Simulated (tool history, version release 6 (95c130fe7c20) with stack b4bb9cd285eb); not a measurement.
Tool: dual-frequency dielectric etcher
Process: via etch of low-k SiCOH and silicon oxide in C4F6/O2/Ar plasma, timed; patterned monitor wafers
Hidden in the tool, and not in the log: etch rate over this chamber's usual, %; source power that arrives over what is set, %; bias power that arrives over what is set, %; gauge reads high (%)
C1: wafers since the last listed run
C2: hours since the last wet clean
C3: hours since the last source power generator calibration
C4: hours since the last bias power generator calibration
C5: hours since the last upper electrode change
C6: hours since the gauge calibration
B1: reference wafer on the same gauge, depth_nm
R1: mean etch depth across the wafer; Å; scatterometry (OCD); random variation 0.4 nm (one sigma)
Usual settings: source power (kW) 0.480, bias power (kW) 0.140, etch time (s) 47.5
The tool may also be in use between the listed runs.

run 1 day=0.000 | source_power_(kW)=0.480 bias_power_(kW)=0.140 etch_time_(s)=47.5 | C1=0 C2=470.8 C3=3841.7 C4=3589.5 C5=3767.5 C6=411.8 | B1=105.0 | R1=1068
-- day=4.292 wet clean of the chamber
run 2 day=4.312 | source_power_(kW)=0.440 bias_power_(kW)=0.140 etch_time_(s)=47.5 | C1=1247 C2=0.5 C3=3945.2 C4=3693.0 C5=3871.0 C6=515.3 | B1=105.1 | R1=995
run 3 day=6.150 | source_power_(kW)=0.440 bias_power_(kW)=0.140 etch_time_(s)=47.5 | C1=691 C2=44.6 C3=3989.3 C4=3737.1 C5=3915.1 C6=559.4 | B1=105.1 | R1=992
run 4 day=8.004 | source_power_(kW)=0.440 bias_power_(kW)=0.140 etch_time_(s)=47.5 | C1=698 C2=89.1 C3=4033.8 C4=3781.6 C5=3959.6 C6=603.9 | B1=105.1 | R1=987
run 5 day=9.762 | source_power_(kW)=0.400 bias_power_(kW)=0.140 etch_time_(s)=41.5 | C1=662 C2=131.3 C3=4076.0 C4=3823.8 C5=4001.8 C6=646.1 | B1=104.9 | R1=813
run 6 day=20.262 | source_power_(kW)=0.400 bias_power_(kW)=0.140 etch_time_(s)=41.5 | C1=3954 C2=383.3 C3=4328.0 C4=4075.8 C5=4253.8 C6=898.1 | B1=104.9 | R1=815
-- day=23.021 wet clean of the chamber
run 7 day=23.558 | source_power_(kW)=0.400 bias_power_(kW)=0.140 etch_time_(s)=41.5 | C1=864 C2=12.9 C3=4407.1 C4=4154.9 C5=4332.9 C6=977.2 | B1=104.8 | R1=816
run 8 day=25.583 | source_power_(kW)=0.580 bias_power_(kW)=0.164 etch_time_(s)=47.5 | C1=762 C2=61.5 C3=4455.7 C4=4203.5 C5=4381.5 C6=1025.8 | B1=104.9 | R1=1274
run 9 day=28.433 | source_power_(kW)=0.580 bias_power_(kW)=0.164 etch_time_(s)=47.5 | C1=1073 C2=129.9 C3=4524.1 C4=4271.9 C5=4449.9 C6=1094.2 | B1=104.9 | R1=1271
run 10 day=30.300 | source_power_(kW)=0.580 bias_power_(kW)=0.164 etch_time_(s)=47.5 | C1=702 C2=174.7 C3=4568.9 C4=4316.7 C5=4494.7 C6=1139.0 | B1=104.9 | R1=1283
run 11 day=33.779 | source_power_(kW)=0.480 bias_power_(kW)=0.140 etch_time_(s)=47.5 | C1=1310 C2=258.2 C3=4652.4 C4=4400.2 C5=4578.2 C6=1222.5 | B1=104.9 | R1=1068
run 12 day=35.312 | source_power_(kW)=0.480 bias_power_(kW)=0.140 etch_time_(s)=47.5 | C1=577 C2=295.0 C3=4689.2 C4=4437.0 C5=4615.0 C6=1259.3 | B1=104.9 | R1=1066
-- day=37.308 upper electrode replaced, of another model than before
run 13 day=38.004 | source_power_(kW)=0.480 bias_power_(kW)=0.140 etch_time_(s)=47.5 | C1=637 C2=359.6 C3=4753.8 C4=4501.6 C5=16.7 C6=1323.9 | B1=105.0 | R1=1067
run 14 day=40.988 | source_power_(kW)=0.480 bias_power_(kW)=0.140 etch_time_(s)=47.5 | C1=1123 C2=431.2 C3=4825.4 C4=4573.2 C5=88.3 C6=1395.5 | B1=105.1 | R1=1069
run 15 day=43.654 | source_power_(kW)=0.480 bias_power_(kW)=0.140 etch_time_(s)=47.5 | C1=1004 C2=495.2 C3=4889.4 C4=4637.2 C5=152.3 C6=1459.5 | B1=105.0 | R1=1074
-- day=45.504 wet clean of the chamber
run 16 day=45.525 | source_power_(kW)=0.430 bias_power_(kW)=0.140 etch_time_(s)=43.5 | C1=327 C2=0.5 C3=4934.3 C4=4682.1 C5=197.2 C6=1504.4 | B1=105.0 | R1=915
-- day=46.267 gauge calibrated
run 17 day=48.288 | source_power_(kW)=0.480 bias_power_(kW)=0.140 etch_time_(s)=47.5 | C1=1040 C2=66.8 C3=5000.6 C4=4748.4 C5=263.5 C6=48.5 | B1=105.1 | R1=1047
-- day=49.183 bias power generator calibrated
run 18 day=50.646 | source_power_(kW)=0.480 bias_power_(kW)=0.140 etch_time_(s)=47.5 | C1=825 C2=123.4 C3=5057.2 C4=35.1 C5=320.1 C6=105.1 | B1=104.9 | R1=1040
run 19 day=52.854 | source_power_(kW)=0.600 bias_power_(kW)=0.161 etch_time_(s)=37.5 | C1=831 C2=176.4 C3=5110.2 C4=88.1 C5=373.1 C6=158.1 | B1=105.1 | R1=989
run 20 day=54.467 | source_power_(kW)=0.400 bias_power_(kW)=0.151 etch_time_(s)=41.0 | C1=607 C2=215.1 C3=5148.9 C4=126.8 C5=411.8 C6=196.8 | B1=105.0 | R1=896
run 21 day=58.842 | source_power_(kW)=0.480 bias_power_(kW)=0.175 etch_time_(s)=47.5 | C1=1647 C2=320.1 C3=5253.9 C4=231.8 C5=516.8 C6=301.8 | B1=105.0 | R1=1222
run 22 day=60.733 | source_power_(kW)=0.510 bias_power_(kW)=0.173 etch_time_(s)=47.5 | C1=712 C2=365.5 C3=5299.3 C4=277.2 C5=562.2 C6=347.2 | B1=105.0 | R1=1234
-- day=61.596 source power generator calibrated
run 23 day=64.296 | source_power_(kW)=0.480 bias_power_(kW)=0.140 etch_time_(s)=47.5 | C1=1278 C2=451.0 C3=64.8 C4=362.7 C5=647.7 C6=432.7 | B1=104.9 | R1=1064
-- day=66.850 wet clean of the chamber
run 24 day=66.871 | source_power_(kW)=0.420 bias_power_(kW)=0.159 etch_time_(s)=40.5 | C1=593 C2=0.5 C3=126.6 C4=424.5 C5=709.5 C6=494.5 | B1=104.9 | R1=919
run 25 day=70.579 | source_power_(kW)=0.480 bias_power_(kW)=0.140 etch_time_(s)=47.5 | C1=1396 C2=89.5 C3=215.6 C4=513.5 C5=798.5 C6=583.5 | B1=105.0 | R1=1051
run 26 day=74.358 | source_power_(kW)=0.580 bias_power_(kW)=0.164 etch_time_(s)=47.5 | C1=1423 C2=180.2 C3=306.3 C4=604.2 C5=889.2 C6=674.2 | B1=105.0 | R1=1257
run 27 day=76.817 | source_power_(kW)=0.580 bias_power_(kW)=0.124 etch_time_(s)=47.5 | C1=925 C2=239.2 C3=365.3 C4=663.2 C5=948.2 C6=733.2 | B1=105.0 | R1=1047
run 28 day=78.471 | source_power_(kW)=0.540 bias_power_(kW)=0.175 etch_time_(s)=40.0 | C1=622 C2=278.9 C3=405.0 C4=702.9 C5=987.9 C6=772.9 | B1=104.9 | R1=1066

Forecast each of these 3 alternatives for the next run:
run A day=78.488 | source_power_(kW)=0.480 bias_power_(kW)=0.140 etch_time_(s)=47.5 | C1=6 C2=279.3 C3=405.4 C4=703.3 C5=988.3 C6=773.3 | B1=? | R1=?
run B day=78.488 | source_power_(kW)=0.390 bias_power_(kW)=0.153 etch_time_(s)=53.0 | C1=6 C2=279.3 C3=405.4 C4=703.3 C5=988.3 C6=773.3 | B1=? | R1=?
run C day=78.488 | source_power_(kW)=0.560 bias_power_(kW)=0.109 etch_time_(s)=57.5 | C1=6 C2=279.3 C3=405.4 C4=703.3 C5=988.3 C6=773.3 | B1=? | R1=?

run=A B1=105.0 R1=1063
run=B B1=105.0 R1=1159
run=C B1=105.0 R1=1141
Without the tool's hidden state the same runs would have given:
run=A R1=1051
run=B R1=1146
run=C R1=1128
